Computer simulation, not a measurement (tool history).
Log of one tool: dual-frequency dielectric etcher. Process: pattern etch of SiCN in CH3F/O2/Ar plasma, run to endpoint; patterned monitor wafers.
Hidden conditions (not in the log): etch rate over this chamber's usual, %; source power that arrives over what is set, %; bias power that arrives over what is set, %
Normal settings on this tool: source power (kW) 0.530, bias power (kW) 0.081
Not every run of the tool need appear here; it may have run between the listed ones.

run	hour	source power (kW)	bias power (kW)	wafers since the last listed run	hours since the last wet clean	hours since the last source power generator calibration	hours since the last bias power generator calibration	hours since the last upper electrode change	incoming incoming film thickness, nm	endpoint time (s)
1	0.0	0.530	0.081	0	74.0	3226.4	3555.2	4059.7	11.02	26.0
2	60.2	0.530	0.081	547	134.2	3286.6	3615.4	4119.9	11.12	26.8
3	114.2	0.530	0.088	491	188.2	3340.6	3669.4	4173.9	11.02	25.3
4	155.7	0.530	0.081	377	229.7	3382.1	3710.9	4215.4	11.05	26.5
5	183.0	0.530	0.081	248	257.0	3409.4	3738.2	4242.7	10.94	26.6
6	219.0	0.530	0.081	327	293.0	3445.4	3774.2	4278.7	10.96	26.4
# hour 351.6: wet clean of the chamber
7	352.1	0.530	0.081	992	0.5	3578.5	3907.3	4411.8	11.07	25.9
8	383.3	0.610	0.067	283	31.7	3609.7	3938.5	4443.0	10.89	25.4
9	420.2	0.530	0.081	335	68.6	3646.6	3975.4	4479.9	11.08	26.0
# hour 429.7: source power generator calibrated
10	453.9	0.650	0.096	270	102.3	24.2	4009.1	4513.6	10.92	21.4
# hour 458.9: bias power generator calibrated
# hour 532.7: upper electrode replaced
11	533.2	0.530	0.067	466	181.6	103.5	74.3	0.5	10.90	28.1
12	567.5	0.530	0.081	312	215.9	137.8	108.6	34.8	10.97	26.5
13	638.7	0.440	0.065	647	287.1	209.0	179.8	106.0	11.00	33.8
14	684.8	0.570	0.070	419	333.2	255.1	225.9	152.1	10.98	27.4
# hour 714.4: wet clean of the chamber
15	739.9	0.580	0.098	282	25.5	310.2	281.0	207.2	10.84	22.0

Each row is a separate what-if for the run after 15, all from the same tool condition, not one after another. Results?
A	740.3	0.530	0.081	3	25.9	310.6	281.4	207.6	11.14	?
B	740.3	0.440	0.095	3	25.9	310.6	281.4	207.6	11.14	?
C	740.3	0.460	0.074	3	25.9	310.6	281.4	207.6	11.14	?

run	endpoint time (s)
A	26.2
B	27.4
C	29.9
Stripped of hidden state, with their random variation kept, the same runs would have yielded:
run	endpoint time (s)
A	25.9
B	27.0
C	29.5

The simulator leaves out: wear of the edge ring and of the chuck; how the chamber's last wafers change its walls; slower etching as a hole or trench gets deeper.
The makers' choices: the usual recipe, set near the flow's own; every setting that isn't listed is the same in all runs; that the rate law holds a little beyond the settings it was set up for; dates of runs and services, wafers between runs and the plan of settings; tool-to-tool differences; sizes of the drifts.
